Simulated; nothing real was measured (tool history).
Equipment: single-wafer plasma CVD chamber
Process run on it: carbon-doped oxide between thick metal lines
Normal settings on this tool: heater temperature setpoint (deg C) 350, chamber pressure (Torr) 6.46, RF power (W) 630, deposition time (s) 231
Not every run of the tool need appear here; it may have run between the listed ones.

run,day,heater temperature setpoint (deg C),chamber pressure (Torr),RF power (W),deposition time (s),wafers since the last listed run,hours since the last thermocouple change,hours since the last RF generator calibration,hours since the last manometer calibration,hours since the showerhead was replaced,hours since the gauge calibration,"read-back reference wafer on the same gauge, thickness_nm",mean film thickness on the monitor wafer (nm)
1,0.000,350,6.46,630,231,0,2102.5,514.4,1689.6,5673.8,175.4,1209.021,1260.581
2,0.579,350,6.46,630,231,97,2116.4,528.3,1703.5,5687.7,189.3,1209.154,1257.380
3,2.046,350,6.46,630,231,247,2151.6,563.5,1738.7,5722.9,224.5,1210.574,1265.148
4,3.542,354,6.46,630,231,252,2187.5,599.4,1774.6,5758.8,260.4,1209.306,1252.996
5,4.183,354,6.46,630,231,108,2202.9,614.8,1790.0,5774.2,275.8,1209.948,1253.425
6,4.838,354,6.46,630,231,110,2218.6,630.5,1805.7,5789.9,291.5,1209.915,1244.503
7,7.246,350,6.46,630,231,407,2276.4,688.3,1863.5,5847.7,349.3,1209.041,1264.928
8,7.979,350,6.46,630,231,123,2294.0,705.9,1881.1,5865.3,366.9,1211.070,1245.535
9,8.671,346,6.87,630,231,116,2310.6,722.5,1897.7,5881.9,383.5,1209.033,1274.816
10,9.508,346,6.87,630,231,141,2330.7,742.6,1917.8,5902.0,403.6,1209.744,1269.800
# day 9.850: gauge calibrated
11,10.850,346,6.87,630,231,226,2362.9,774.8,1950.0,5934.2,24.0,1210.054,1270.328
12,11.412,350,6.46,630,231,95,2376.4,788.3,1963.5,5947.7,37.5,1209.897,1243.197
# day 12.758: showerhead replaced, of another model than before
13,12.779,350,6.46,630,231,174,2409.2,821.1,1996.3,0.5,70.3,1210.126,1255.259
14,13.158,337,6.03,700,256,64,2418.3,830.2,2005.4,9.6,79.4,1210.378,1463.807
# day 13.588: thermocouple changed; heater temperature recalibrated
# day 16.588: capacitance manometer re-zeroed and calibrated
15,16.604,359,6.46,630,231,469,72.4,912.9,0.4,92.3,162.1,1210.906,1228.591
16,21.083,350,6.46,630,231,756,179.9,1020.4,107.9,199.8,269.6,1210.486,1250.595
17,21.592,358,7.40,680,268,85,192.1,1032.6,120.1,212.0,281.8,1210.895,1488.537
18,22.421,340,6.46,630,186,140,212.0,1052.5,140.0,231.9,301.7,1210.961,1035.861
19,23.392,354,6.46,630,231,164,235.3,1075.8,163.3,255.2,325.0,1209.584,1230.559
# day 23.950: RF generator calibrated
20,24.121,346,5.29,670,231,66,252.8,4.1,180.8,272.7,342.5,1209.731,1224.860
21,25.338,359,6.46,630,231,205,282.0,33.3,210.0,301.9,371.7,1210.714,1262.930
22,26.158,350,7.90,560,217,138,301.7,53.0,229.7,321.6,391.4,1210.412,1193.358
23,26.842,350,6.46,630,231,115,318.1,69.4,246.1,338.0,407.8,1208.650,1288.684
# day 26.979: gauge calibrated
24,27.783,350,6.46,630,231,159,340.7,92.0,268.7,360.6,19.3,1210.209,1289.372
25,28.467,361,5.27,630,231,115,357.1,108.4,285.1,377.0,35.7,1209.462,1157.654
26,29.121,360,6.46,545,265,110,372.8,124.1,300.8,392.7,51.4,1210.215,1379.794
27,29.992,350,5.86,630,231,147,393.7,145.0,321.7,413.6,72.3,1211.516,1249.411

Branching from run 27: 4 alternative next runs. What would each branch give?
A,30.012,350,6.46,630,231,3,394.2,145.5,322.2,414.1,72.8,?,?
B,30.012,350,6.46,630,192,3,394.2,145.5,322.2,414.1,72.8,?,?
C,30.012,338,5.67,630,231,3,394.2,145.5,322.2,414.1,72.8,?,?
D,30.012,336,7.22,725,186,3,394.2,145.5,322.2,414.1,72.8,?,?

run,"read-back reference wafer on the same gauge, thickness_nm",mean film thickness on the monitor wafer (nm)
A,1209.622,1289.204
B,1209.622,1072.055
C,1209.622,1266.462
D,1209.622,1146.775
Take away the tool's hidden state, keep each run's random variation, and the runs would have read:
run,mean film thickness on the monitor wafer (nm)
A,1290.973
B,1073.526
C,1268.200
D,1148.304

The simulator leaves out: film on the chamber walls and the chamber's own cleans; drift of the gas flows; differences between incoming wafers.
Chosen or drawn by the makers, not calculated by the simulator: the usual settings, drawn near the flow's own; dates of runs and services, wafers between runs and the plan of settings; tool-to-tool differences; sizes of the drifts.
